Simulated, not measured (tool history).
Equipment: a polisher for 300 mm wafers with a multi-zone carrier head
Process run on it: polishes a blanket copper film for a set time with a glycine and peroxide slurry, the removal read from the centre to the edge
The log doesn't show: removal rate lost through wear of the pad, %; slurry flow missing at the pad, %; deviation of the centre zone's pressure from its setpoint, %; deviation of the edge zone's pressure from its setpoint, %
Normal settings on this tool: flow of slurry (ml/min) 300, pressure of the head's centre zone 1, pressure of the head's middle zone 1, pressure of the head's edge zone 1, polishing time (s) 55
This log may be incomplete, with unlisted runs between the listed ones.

| run | hour | flow of slurry (ml/min) | pressure of the head's centre zone | pressure of the head's middle zone | pressure of the head's edge zone | polishing time (s) | wafers since the last listed run | wafers polished on this pad | hours since the slurry nozzle was cleaned | hours since the centre zone pressure was calibrated | hours since the edge zone pressure was calibrated | hours since the carrier head's membrane was replaced | incoming thickness of the incoming film, nm | film removed at the wafer's centre (angstrom) | film removed at mid-radius (angstrom) | film removed at the wafer's edge (angstrom) |
|---|---|---|---|---|---|---|---|---|---|---|---|---|---|---|---|---|
| 1 | 0 | 300 | 1 | 1.03 | 1 | 55 | 0 | 257 | 628.3 | 1136.5 | 1252.6 | 1223.2 | 909.1 | 3797 | 3792 | 3604 |
| 2 | 9.9 | 300 | 1 | 1 | 1 | 55 | 102 | 359 | 638.2 | 1146.4 | 1262.5 | 1233.1 | 896 | 3688 | 3680 | 3563 |
| 3 | 24.5 | 300 | 1 | 1 | 1 | 55 | 151 | 511 | 652.8 | 1161 | 1277.1 | 1247.7 | 900.2 | 3760 | 3619 | 3550 |
| 4 | 30.9 | 300 | 1 | 1 | 1 | 55 | 66 | 577 | 659.2 | 1167.4 | 1283.5 | 1254.1 | 914.5 | 3691 | 3545 | 3547 |
| 5 | 44.2 | 300 | 1 | 1 | 1 | 55 | 137 | 715 | 672.5 | 1180.7 | 1296.8 | 1267.4 | 915.1 | 3704 | 3575 | 3517 |
| 6 | 52 | 300 | 1 | 1 | 1 | 55 | 80 | 796 | 680.3 | 1188.5 | 1304.6 | 1275.2 | 890.4 | 3582 | 3502 | 3450 |
| 7 | 65 | 300 | 1 | 1 | 1 | 55 | 134 | 930 | 693.3 | 1201.5 | 1317.6 | 1288.2 | 901.6 | 3538 | 3500 | 3392 |
|  | 76 | carrier head's membrane replaced by a new one |
|  | 80.5 | worn pad replaced by a new one |
| 8 | 81.8 | 300 | 1 | 1 | 1 | 55 | 80 | 13 | 710.1 | 1218.3 | 1334.4 | 5.8 | 905.7 | 3882 | 3697 | 3607 |
|  | 127.8 | centre zone pressure recalibrated |
| 9 | 130.5 | 300 | 1 | 1 | 1 | 55 | 483 | 497 | 758.8 | 2.7 | 1383.1 | 54.5 | 897.5 | 3826 | 3683 | 3568 |
|  | 132.2 | slurry nozzle cleaned |
| 10 | 146.3 | 300 | 1.1 | 0.9 | 1 | 55 | 153 | 651 | 14.1 | 18.5 | 1398.9 | 70.3 | 887.1 | 4043 | 3316 | 3529 |
| 11 | 158.8 | 230 | 1 | 1.12 | 0.91 | 55 | 129 | 780 | 26.6 | 31 | 1411.4 | 82.8 | 902.1 | 3568 | 3778 | 3228 |
| 12 | 171.1 | 300 | 1.04 | 1 | 1 | 55 | 127 | 908 | 38.9 | 43.3 | 1423.7 | 95.1 | 884.3 | 3706 | 3510 | 3445 |
| 13 | 177.6 | 300 | 1.07 | 0.97 | 1.1 | 38 | 67 | 975 | 45.4 | 49.8 | 1430.2 | 101.6 | 915.6 | 2645 | 2313 | 2401 |
|  | 186.4 | edge zone pressure recalibrated |
| 14 | 193.3 | 300 | 1 | 1 | 1 | 55 | 141 | 1117 | 61.1 | 65.5 | 6.9 | 117.3 | 885.8 | 3388 | 3286 | 3274 |
|  | 206.6 | worn pad replaced by a new one |
| 15 | 210.4 | 230 | 1.1 | 0.96 | 1 | 70 | 135 | 39 | 78.2 | 82.6 | 24 | 134.4 | 884.2 | 5153 | 4411 | 4424 |
| 16 | 226 | 370 | 1 | 1 | 1.07 | 55 | 161 | 201 | 93.8 | 98.2 | 39.6 | 150 | 882.6 | 3896 | 3743 | 3783 |
| 17 | 241.1 | 300 | 1 | 1 | 1 | 55 | 156 | 357 | 108.9 | 113.3 | 54.7 | 165.1 | 912.5 | 3773 | 3646 | 3560 |
| 18 | 249.2 | 335 | 0.92 | 1 | 0.95 | 55 | 83 | 441 | 117 | 121.4 | 62.8 | 173.2 | 886.7 | 3429 | 3616 | 3527 |

Consider 5 possible next runs. They are alternatives, not a sequence: every one starts from the tool as it was left by run 18. What does each give?
| A | 249.6 | 300 | 1 | 1 | 1 | 41 | 4 | 445 | 117.4 | 121.8 | 63.2 | 173.6 | 908.7 | ? | ? | ? |
| B | 249.6 | 230 | 1 | 1 | 1 | 43 | 4 | 445 | 117.4 | 121.8 | 63.2 | 173.6 | 908.7 | ? | ? | ? |
| C | 249.6 | 230 | 1 | 0.94 | 0.89 | 55 | 4 | 445 | 117.4 | 121.8 | 63.2 | 173.6 | 908.7 | ? | ? | ? |
| D | 249.6 | 300 | 0.9 | 1 | 1 | 55 | 4 | 445 | 117.4 | 121.8 | 63.2 | 173.6 | 908.7 | ? | ? | ? |
| E | 249.6 | 340 | 1 | 1 | 1 | 70 | 4 | 445 | 117.4 | 121.8 | 63.2 | 173.6 | 908.7 | ? | ? | ? |

| run | film removed at the wafer's centre (angstrom) | film removed at mid-radius (angstrom) | film removed at the wafer's edge (angstrom) |
|---|---|---|---|
| A | 2722 | 2746 | 2618 |
| B | 2759 | 2793 | 2683 |
| C | 3528 | 3392 | 3252 |
| D | 3284 | 3685 | 3512 |
| E | 4708 | 4743 | 4510 |
Without the tool's hidden state the same runs would have given:
| run | film removed at the wafer's centre (angstrom) | film removed at mid-radius (angstrom) | film removed at the wafer's edge (angstrom) |
|---|---|---|---|
| A | 2821 | 2846 | 2713 |
| B | 2859 | 2894 | 2781 |
| C | 3656 | 3515 | 3370 |
| D | 3403 | 3819 | 3640 |
| E | 4879 | 4916 | 4674 |

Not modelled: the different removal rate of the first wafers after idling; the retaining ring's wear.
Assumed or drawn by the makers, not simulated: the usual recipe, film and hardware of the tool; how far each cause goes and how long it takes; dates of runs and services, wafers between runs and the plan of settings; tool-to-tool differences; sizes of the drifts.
